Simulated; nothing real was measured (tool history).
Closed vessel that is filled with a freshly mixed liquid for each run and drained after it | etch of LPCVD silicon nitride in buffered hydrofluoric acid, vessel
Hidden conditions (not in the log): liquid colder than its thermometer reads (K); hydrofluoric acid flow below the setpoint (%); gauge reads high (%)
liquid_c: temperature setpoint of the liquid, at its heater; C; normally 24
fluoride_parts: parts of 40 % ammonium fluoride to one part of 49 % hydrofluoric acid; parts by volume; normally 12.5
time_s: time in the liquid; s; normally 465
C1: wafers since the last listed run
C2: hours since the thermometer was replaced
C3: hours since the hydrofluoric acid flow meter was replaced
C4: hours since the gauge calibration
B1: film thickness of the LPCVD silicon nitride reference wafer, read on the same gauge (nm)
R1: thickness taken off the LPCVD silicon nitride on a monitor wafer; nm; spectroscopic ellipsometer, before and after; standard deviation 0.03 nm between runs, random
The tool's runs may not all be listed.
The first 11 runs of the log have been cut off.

run 12 hour=836.2 | liquid_c=24 fluoride_parts=14.5 time_s=545 | C1=3808 C2=349.4 C3=278.5 C4=421.2 | B1=70.022 | R1=4.586
run 13 hour=884 | liquid_c=24 fluoride_parts=12.5 time_s=610 | C1=2494 C2=397.2 C3=326.3 C4=469 | B1=70.02 | R1=5.893
run 14 hour=949.7 | liquid_c=22 fluoride_parts=15.5 time_s=740 | C1=3427 C2=462.9 C3=392 C4=534.7 | B1=70.014 | R1=5.113
run 15 hour=1045.9 | liquid_c=24 fluoride_parts=8.5 time_s=570 | C1=5019 C2=559.1 C3=488.2 C4=630.9 | B1=69.993 | R1=7.54
run 16 hour=1094.8 | liquid_c=26.5 fluoride_parts=12.5 time_s=465 | C1=2551 C2=608 C3=537.1 C4=679.8 | B1=69.995 | R1=4.921
run 17 hour=1179.4 | liquid_c=24 fluoride_parts=12.5 time_s=640 | C1=4414 C2=692.6 C3=621.7 C4=764.4 | B1=70.003 | R1=5.98
run 18 hour=1260.8 | liquid_c=24 fluoride_parts=12.5 time_s=740 | C1=4247 C2=774 C3=703.1 C4=845.8 | B1=70.004 | R1=6.831
run 19 hour=1302.9 | liquid_c=21 fluoride_parts=12.5 time_s=305 | C1=2196 C2=816.1 C3=745.2 C4=887.9 | B1=70.028 | R1=2.36
-- hour=1312 hydrofluoric acid flow meter replaced
run 20 hour=1358.5 | liquid_c=25.5 fluoride_parts=12.5 time_s=465 | C1=2848 C2=871.7 C3=46.5 C4=943.5 | B1=70.022 | R1=4.838
run 21 hour=1396.3 | liquid_c=21 fluoride_parts=14.5 time_s=465 | C1=1972 C2=909.5 C3=84.3 C4=981.3 | B1=70.009 | R1=3.2
-- hour=1409 thermometer replaced
run 22 hour=1464.4 | liquid_c=24 fluoride_parts=17 time_s=615 | C1=3501 C2=55.4 C3=152.4 C4=1049.4 | B1=69.983 | R1=4.532
run 23 hour=1557.1 | liquid_c=29 fluoride_parts=9.5 time_s=240 | C1=4836 C2=148.1 C3=245.1 C4=1142.1 | B1=69.992 | R1=3.996
run 24 hour=1635.9 | liquid_c=24 fluoride_parts=10.5 time_s=595 | C1=4111 C2=226.9 C3=323.9 C4=1220.9 | B1=70.007 | R1=6.862
run 25 hour=1740.8 | liquid_c=24 fluoride_parts=12.5 time_s=465 | C1=5473 C2=331.8 C3=428.8 C4=1325.8 | B1=70.004 | R1=4.486
run 26 hour=1803.4 | liquid_c=28.5 fluoride_parts=12.5 time_s=465 | C1=3266 C2=394.4 C3=491.4 C4=1388.4 | B1=70.033 | R1=5.612
run 27 hour=1956.8 | liquid_c=21 fluoride_parts=12.5 time_s=465 | C1=8003 C2=547.8 C3=644.8 C4=1541.8 | B1=69.985 | R1=3.682
run 28 hour=2056.7 | liquid_c=24 fluoride_parts=12.5 time_s=465 | C1=5212 C2=647.7 C3=744.7 C4=1641.7 | B1=69.983 | R1=4.304
-- hour=2069.5 hydrofluoric acid flow meter replaced
run 29 hour=2149.1 | liquid_c=25.5 fluoride_parts=12.5 time_s=200 | C1=4768 C2=740.1 C3=79.6 C4=1734.1 | B1=70.005 | R1=2.1
run 30 hour=2254.8 | liquid_c=26 fluoride_parts=10 time_s=200 | C1=5515 C2=845.8 C3=185.3 C4=1839.8 | B1=70 | R1=2.621
-- hour=2302.7 thermometer replaced
run 31 hour=2321 | liquid_c=24 fluoride_parts=14.5 time_s=465 | C1=3401 C2=18.3 C3=251.5 C4=1906 | B1=70.022 | R1=3.933

What if the next run were any one of these 5? Each begins from the tool's condition after run 31:
run A hour=2321.8 | liquid_c=24 fluoride_parts=12.5 time_s=465 | C1=41 C2=19.1 C3=252.3 C4=1906.8 | B1=? | R1=?
run B hour=2321.8 | liquid_c=28.5 fluoride_parts=12.5 time_s=210 | C1=41 C2=19.1 C3=252.3 C4=1906.8 | B1=? | R1=?
run C hour=2321.8 | liquid_c=26.5 fluoride_parts=7.5 time_s=670 | C1=41 C2=19.1 C3=252.3 C4=1906.8 | B1=? | R1=?
run D hour=2321.8 | liquid_c=22.5 fluoride_parts=12.5 time_s=465 | C1=41 C2=19.1 C3=252.3 C4=1906.8 | B1=? | R1=?
run E hour=2321.8 | liquid_c=21.5 fluoride_parts=12.5 time_s=465 | C1=41 C2=19.1 C3=252.3 C4=1906.8 | B1=? | R1=?

run=A B1=70.002 R1=4.509
run=B B1=70.002 R1=2.594
run=C B1=70.002 R1=12.011
run=D B1=70.002 R1=4.153
run=E B1=70.002 R1=3.929
What these runs would have given with no unlogged condition in the tool:
run=A R1=4.628
run=B R1=2.662
run=C R1=12.352
run=D R1=4.262
run=E R1=4.033

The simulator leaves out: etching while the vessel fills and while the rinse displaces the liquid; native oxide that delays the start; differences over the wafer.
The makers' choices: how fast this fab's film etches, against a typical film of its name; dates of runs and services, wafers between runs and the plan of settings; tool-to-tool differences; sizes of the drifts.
